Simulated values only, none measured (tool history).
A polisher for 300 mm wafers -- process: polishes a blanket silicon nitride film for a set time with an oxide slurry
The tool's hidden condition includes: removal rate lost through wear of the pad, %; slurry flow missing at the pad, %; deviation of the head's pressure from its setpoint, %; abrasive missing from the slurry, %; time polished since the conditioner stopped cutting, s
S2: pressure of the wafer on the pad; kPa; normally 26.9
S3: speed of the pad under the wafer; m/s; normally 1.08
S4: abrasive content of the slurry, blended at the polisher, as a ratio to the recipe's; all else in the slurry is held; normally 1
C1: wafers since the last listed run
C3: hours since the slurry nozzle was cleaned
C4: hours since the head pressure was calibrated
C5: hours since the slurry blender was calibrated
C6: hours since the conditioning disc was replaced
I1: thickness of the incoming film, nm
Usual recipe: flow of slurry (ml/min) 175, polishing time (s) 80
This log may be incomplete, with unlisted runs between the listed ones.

run 1 hour=0 | flow_of_slurry_(ml/min)=175 S2=26.9 S3=1.08 S4=1 polishing_time_(s)=80 | C1=0 wafers_polished_on_this_pad=669 C3=503 C4=874.1 C5=62 C6=117.1 | I1=632.9 | film_removed_(Å)=627
run 2 hour=31.8 | flow_of_slurry_(ml/min)=175 S2=26.9 S3=1.08 S4=1 polishing_time_(s)=80 | C1=191 wafers_polished_on_this_pad=860 C3=534.8 C4=905.9 C5=93.8 C6=148.9 | I1=624.5 | film_removed_(Å)=646
-- hour=69.1 worn pad replaced by a new one
-- hour=89.6 slurry blender recalibrated
run 3 hour=96.3 | flow_of_slurry_(ml/min)=175 S2=26.9 S3=1.3 S4=1 polishing_time_(s)=80 | C1=352 wafers_polished_on_this_pad=151 C3=599.3 C4=970.4 C5=6.7 C6=213.4 | I1=634 | film_removed_(Å)=744
run 4 hour=163.8 | flow_of_slurry_(ml/min)=175 S2=26.9 S3=1.3 S4=1 polishing_time_(s)=80 | C1=406 wafers_polished_on_this_pad=558 C3=666.8 C4=1037.9 C5=74.2 C6=280.9 | I1=624.9 | film_removed_(Å)=739
run 5 hour=226.5 | flow_of_slurry_(ml/min)=175 S2=26.9 S3=1.3 S4=1 polishing_time_(s)=80 | C1=378 wafers_polished_on_this_pad=936 C3=729.5 C4=1100.6 C5=136.9 C6=343.6 | I1=628.1 | film_removed_(Å)=746
-- hour=247.1 worn pad replaced by a new one
run 6 hour=263.6 | flow_of_slurry_(ml/min)=175 S2=26.9 S3=1.08 S4=1 polishing_time_(s)=80 | C1=199 wafers_polished_on_this_pad=99 C3=766.6 C4=1137.7 C5=174 C6=380.7 | I1=631.2 | film_removed_(Å)=636
-- hour=284.3 slurry blender recalibrated
-- hour=304.6 slurry nozzle cleaned
run 7 hour=324.1 | flow_of_slurry_(ml/min)=175 S2=26.9 S3=1.08 S4=1 polishing_time_(s)=80 | C1=346 wafers_polished_on_this_pad=446 C3=19.5 C4=1198.2 C5=39.8 C6=441.2 | I1=627.6 | film_removed_(Å)=633
-- hour=361.2 head pressure recalibrated
run 8 hour=374.8 | flow_of_slurry_(ml/min)=175 S2=26.9 S3=1.08 S4=1 polishing_time_(s)=80 | C1=293 wafers_polished_on_this_pad=739 C3=70.2 C4=13.6 C5=90.5 C6=491.9 | I1=642.5 | film_removed_(Å)=632
-- hour=439.9 slurry blender recalibrated
-- hour=446.7 worn pad replaced by a new one
run 9 hour=447.2 | flow_of_slurry_(ml/min)=175 S2=26.9 S3=1.08 S4=1 polishing_time_(s)=80 | C1=400 wafers_polished_on_this_pad=3 C3=142.6 C4=86 C5=7.3 C6=564.3 | I1=633.8 | film_removed_(Å)=654
-- hour=462.2 conditioning disc replaced and pad reconditioned
run 10 hour=474 | flow_of_slurry_(ml/min)=175 S2=26.9 S3=1.08 S4=0.75 polishing_time_(s)=60 | C1=149 wafers_polished_on_this_pad=152 C3=169.4 C4=112.8 C5=34.1 C6=11.8 | I1=633 | film_removed_(Å)=412
run 11 hour=519.2 | flow_of_slurry_(ml/min)=125 S2=26.9 S3=1.08 S4=1 polishing_time_(s)=80 | C1=272 wafers_polished_on_this_pad=425 C3=214.6 C4=158 C5=79.3 C6=57 | I1=620.9 | film_removed_(Å)=627
run 12 hour=569 | flow_of_slurry_(ml/min)=205 S2=26.9 S3=1.32 S4=0.75 polishing_time_(s)=91 | C1=300 wafers_polished_on_this_pad=725 C3=264.4 C4=207.8 C5=129.1 C6=106.8 | I1=634.1 | film_removed_(Å)=742
-- hour=610.7 worn pad replaced by a new one
run 13 hour=634 | flow_of_slurry_(ml/min)=175 S2=26.9 S3=1.32 S4=0.85 polishing_time_(s)=80 | C1=367 wafers_polished_on_this_pad=140 C3=329.4 C4=272.8 C5=194.1 C6=171.8 | I1=638 | film_removed_(Å)=688
-- hour=642 slurry blender recalibrated
run 14 hour=702.6 | flow_of_slurry_(ml/min)=175 S2=32.4 S3=1.08 S4=1 polishing_time_(s)=80 | C1=401 wafers_polished_on_this_pad=542 C3=398 C4=341.4 C5=60.6 C6=240.4 | I1=630.4 | film_removed_(Å)=708
run 15 hour=733.5 | flow_of_slurry_(ml/min)=195 S2=26.9 S3=1.08 S4=1 polishing_time_(s)=80 | C1=186 wafers_polished_on_this_pad=728 C3=428.9 C4=372.3 C5=91.5 C6=271.3 | I1=632.4 | film_removed_(Å)=645
-- hour=777.9 worn pad replaced by a new one
-- hour=813.8 slurry blender recalibrated
run 16 hour=883.1 | flow_of_slurry_(ml/min)=175 S2=23.4 S3=0.92 S4=1 polishing_time_(s)=80 | C1=865 wafers_polished_on_this_pad=622 C3=578.5 C4=521.9 C5=69.3 C6=420.9 | I1=627.6 | film_removed_(Å)=507

Below are 3 alternative next runs, each starting from the tool's condition after run 16. Predict each:
run A hour=883.5 | flow_of_slurry_(ml/min)=175 S2=26.9 S3=1.08 S4=1 polishing_time_(s)=80 | C1=2 wafers_polished_on_this_pad=624 C3=578.9 C4=522.3 C5=69.7 C6=421.3 | I1=626.6 | film_removed_(Å)=?
run B hour=883.5 | flow_of_slurry_(ml/min)=175 S2=31.7 S3=1.08 S4=1 polishing_time_(s)=72 | C1=2 wafers_polished_on_this_pad=624 C3=578.9 C4=522.3 C5=69.7 C6=421.3 | I1=626.6 | film_removed_(Å)=?
run C hour=883.5 | flow_of_slurry_(ml/min)=175 S2=21.4 S3=0.8 S4=1 polishing_time_(s)=69 | C1=2 wafers_polished_on_this_pad=624 C3=578.9 C4=522.3 C5=69.7 C6=421.3 | I1=626.6 | film_removed_(Å)=?

run=A film_removed_(Å)=644
run=B film_removed_(Å)=646
run=C film_removed_(Å)=379
With the hidden condition removed and each run's random variation left untouched, the same runs would have given:
run=A film_removed_(Å)=644
run=B film_removed_(Å)=646
run=C film_removed_(Å)=379
